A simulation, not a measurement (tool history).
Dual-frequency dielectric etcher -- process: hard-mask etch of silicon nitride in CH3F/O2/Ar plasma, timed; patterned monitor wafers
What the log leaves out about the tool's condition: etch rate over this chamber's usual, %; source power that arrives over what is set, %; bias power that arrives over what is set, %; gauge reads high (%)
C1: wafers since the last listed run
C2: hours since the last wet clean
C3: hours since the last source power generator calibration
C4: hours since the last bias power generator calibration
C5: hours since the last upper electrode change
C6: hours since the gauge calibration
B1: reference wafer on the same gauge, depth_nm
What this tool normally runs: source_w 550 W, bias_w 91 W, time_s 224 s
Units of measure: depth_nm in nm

run 1 day=0 | source_w=550 bias_w=91 time_s=224 | C1=0 C2=386.8 C3=2761.3 C4=5121.9 C5=5373.3 C6=42.7 | B1=241.5 | depth_nm=198.5
run 2 day=1.871 | source_w=550 bias_w=91 time_s=224 | C1=191 C2=431.7 C3=2806.2 C4=5166.8 C5=5418.2 C6=87.6 | B1=242.1 | depth_nm=198.8
run 3 day=2.133 | source_w=490 bias_w=91 time_s=224 | C1=26 C2=438 C3=2812.5 C4=5173.1 C5=5424.5 C6=93.9 | B1=241.9 | depth_nm=188.9
run 4 day=2.692 | source_w=550 bias_w=83 time_s=224 | C1=57 C2=451.4 C3=2825.9 C4=5186.5 C5=5437.9 C6=107.3 | B1=241.9 | depth_nm=192.7
run 5 day=3.362 | source_w=590 bias_w=91 time_s=181 | C1=68 C2=467.5 C3=2842 C4=5202.6 C5=5454 C6=123.4 | B1=241.6 | depth_nm=164.2
run 6 day=3.804 | source_w=590 bias_w=91 time_s=181 | C1=45 C2=478.1 C3=2852.6 C4=5213.2 C5=5464.6 C6=134 | B1=242.1 | depth_nm=164.4
run 7 day=4.338 | source_w=550 bias_w=91 time_s=247 | C1=54 C2=490.9 C3=2865.4 C4=5226 C5=5477.4 C6=146.8 | B1=242 | depth_nm=219
-- day=4.717 bias power generator calibrated
-- day=5.608 wet clean of the chamber
run 8 day=5.629 | source_w=550 bias_w=91 time_s=247 | C1=24 C2=0.5 C3=2896.4 C4=21.9 C5=5508.4 C6=177.8 | B1=241.2 | depth_nm=231.3
run 9 day=5.642 | source_w=590 bias_w=91 time_s=181 | C1=1 C2=0.8 C3=2896.7 C4=22.2 C5=5508.7 C6=178.1 | B1=241.5 | depth_nm=174.3
run 10 day=5.762 | source_w=480 bias_w=84 time_s=287 | C1=12 C2=3.7 C3=2899.6 C4=25.1 C5=5511.6 C6=181 | B1=241.6 | depth_nm=246.9
-- day=5.958 gauge calibrated
run 11 day=6.279 | source_w=550 bias_w=70 time_s=224 | C1=53 C2=16.1 C3=2912 C4=37.5 C5=5524 C6=7.7 | B1=242.4 | depth_nm=194.6
-- day=7.146 source power generator calibrated
-- day=7.629 upper electrode replaced
run 12 day=7.65 | source_w=590 bias_w=91 time_s=181 | C1=73 C2=49 C3=12.1 C4=70.4 C5=0.5 C6=40.6 | B1=242 | depth_nm=173.8
run 13 day=7.667 | source_w=550 bias_w=69 time_s=224 | C1=1 C2=49.4 C3=12.5 C4=70.8 C5=0.9 C6=41 | B1=241.7 | depth_nm=193.9
run 14 day=8.317 | source_w=550 bias_w=91 time_s=267 | C1=66 C2=65 C3=28.1 C4=86.4 C5=16.5 C6=56.6 | B1=242.1 | depth_nm=247.6
run 15 day=8.908 | source_w=550 bias_w=91 time_s=205 | C1=60 C2=79.2 C3=42.3 C4=100.6 C5=30.7 C6=70.8 | B1=242.2 | depth_nm=190

Forecast run 16:
run 16 day=9.625 | source_w=640 bias_w=91 time_s=257 | C1=73 C2=96.4 C3=59.5 C4=117.8 C5=47.9 C6=88 | B1=? | depth_nm=?

{"run 16": {"B1": 242.5, "depth_nm": 253.5}}
If the tool had no hidden condition, the same run with the same run-to-run variation would have returned depth_nm 255.4 nm.
